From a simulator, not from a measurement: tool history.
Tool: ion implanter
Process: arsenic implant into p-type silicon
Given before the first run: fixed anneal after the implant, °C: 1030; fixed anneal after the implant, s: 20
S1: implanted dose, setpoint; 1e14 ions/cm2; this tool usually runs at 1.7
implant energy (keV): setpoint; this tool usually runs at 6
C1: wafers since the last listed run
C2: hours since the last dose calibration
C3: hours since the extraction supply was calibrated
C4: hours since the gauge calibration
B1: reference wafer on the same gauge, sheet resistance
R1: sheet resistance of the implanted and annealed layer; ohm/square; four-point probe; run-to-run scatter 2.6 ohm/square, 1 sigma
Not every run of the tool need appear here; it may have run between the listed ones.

{"run": 1, "day": 0.0, "S1": 1.7, "implant energy (keV)": 6, "C1": 0, "C2": 218.3, "C3": 2979.3, "C4": 655, "B1": 498.18, "R1": 460.84}
{"run": 2, "day": 2.212, "S1": 1.7, "implant energy (keV)": 6, "C1": 1301, "C2": 271.4, "C3": 3032.4, "C4": 708.1, "B1": 497.82, "R1": 459.04}
{"run": 3, "day": 3.921, "S1": 1.7, "implant energy (keV)": 6, "C1": 1005, "C2": 312.4, "C3": 3073.4, "C4": 749.1, "B1": 496.45, "R1": 454.5}
{"run": 4, "day": 7.812, "S1": 1.7, "implant energy (keV)": 6, "C1": 2289, "C2": 405.8, "C3": 3166.8, "C4": 842.5, "B1": 495.17, "R1": 456.29}
{"run": 5, "day": 10.125, "S1": 1.7, "implant energy (keV)": 6, "C1": 1360, "C2": 461.3, "C3": 3222.3, "C4": 898, "B1": 494.86, "R1": 453.11}
{"run": 6, "day": 12.242, "S1": 1.7, "implant energy (keV)": 6.5, "C1": 1245, "C2": 512.1, "C3": 3273.1, "C4": 948.8, "B1": 496.9, "R1": 454.46}
{"run": 7, "day": 14.283, "S1": 1.7, "implant energy (keV)": 6, "C1": 1201, "C2": 561.1, "C3": 3322.1, "C4": 997.8, "B1": 494.76, "R1": 454.49}

What will run 8 give?
{"day": 16.538, "done": "Faraday cup replaced and dose calibrated"}
{"day": 16.738, "done": "gauge calibrated"}
{"run": 8, "day": 17.017, "S1": 1.97, "implant energy (keV)": 5.5, "C1": 1412, "C2": 11.5, "C3": 3387.7, "C4": 6.7, "B1": "?", "R1": "?"}

B1: 508.39
R1: 421.29 ohm/square
The same run, on a tool lacking any hidden state, would have yielded R1 421.45 ohm/square.
